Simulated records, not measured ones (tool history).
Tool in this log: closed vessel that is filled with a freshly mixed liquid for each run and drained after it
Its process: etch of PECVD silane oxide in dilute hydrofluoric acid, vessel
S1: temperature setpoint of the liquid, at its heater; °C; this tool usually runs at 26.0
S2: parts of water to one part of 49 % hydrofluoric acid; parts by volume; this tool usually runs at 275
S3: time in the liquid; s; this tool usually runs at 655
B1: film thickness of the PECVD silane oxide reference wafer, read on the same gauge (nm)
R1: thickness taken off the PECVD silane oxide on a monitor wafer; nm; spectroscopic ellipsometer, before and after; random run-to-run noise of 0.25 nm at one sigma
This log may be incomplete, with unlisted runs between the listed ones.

run 1 hour=0.0 | S1=26.0 S2=275 S3=655 | B1=110.02 | R1=42.07
run 2 hour=15.7 | S1=26.0 S2=275 S3=655 | B1=110.00 | R1=42.20
run 3 hour=29.7 | S1=26.0 S2=275 S3=655 | B1=110.01 | R1=42.50
run 4 hour=47.2 | S1=26.0 S2=275 S3=655 | B1=110.02 | R1=42.32
run 5 hour=56.0 | S1=26.0 S2=275 S3=655 | B1=109.98 | R1=42.34
run 6 hour=66.8 | S1=26.0 S2=275 S3=655 | B1=110.03 | R1=42.55
run 7 hour=80.9 | S1=26.0 S2=275 S3=655 | B1=109.99 | R1=42.46
-- hour=83.3 hydrofluoric acid flow meter replaced
run 8 hour=94.7 | S1=26.0 S2=275 S3=655 | B1=109.99 | R1=39.91
-- hour=108.4 thermometer replaced
run 9 hour=108.9 | S1=22.5 S2=240 S3=655 | B1=109.98 | R1=42.05
run 10 hour=123.8 | S1=30.5 S2=315 S3=275 | B1=110.00 | R1=16.37
run 11 hour=136.7 | S1=22.5 S2=395 S3=280 | B1=110.01 | R1=9.41
run 12 hour=160.7 | S1=26.0 S2=190 S3=1030 | B1=109.98 | R1=100.24
-- hour=161.5 gauge calibrated
run 13 hour=172.0 | S1=26.0 S2=190 S3=1030 | B1=110.00 | R1=100.31
run 14 hour=178.8 | S1=26.0 S2=220 S3=655 | B1=110.01 | R1=53.40
run 15 hour=191.3 | S1=21.0 S2=215 S3=850 | B1=110.01 | R1=59.19
run 16 hour=200.7 | S1=24.0 S2=230 S3=1030 | B1=110.03 | R1=73.45
run 17 hour=218.5 | S1=26.0 S2=150 S3=655 | B1=110.00 | R1=84.59
run 18 hour=225.8 | S1=26.0 S2=275 S3=655 | B1=109.99 | R1=40.16

Here are 4 independent what-if runs from the current tool condition. What would each one return?
run A hour=226.6 | S1=26.0 S2=275 S3=415 | B1=? | R1=?
run B hour=226.6 | S1=26.0 S2=275 S3=340 | B1=? | R1=?
run C hour=226.6 | S1=29.0 S2=275 S3=1005 | B1=? | R1=?
run D hour=226.6 | S1=21.5 S2=165 S3=655 | B1=? | R1=?

run=A B1=110.00 R1=25.63
run=B B1=110.00 R1=21.00
run=C B1=110.00 R1=68.71
run=D B1=110.00 R1=64.02
What these runs would have given with no unlogged condition in the tool:
run=A R1=24.96
run=B R1=20.45
run=C R1=66.89
run=D R1=62.48
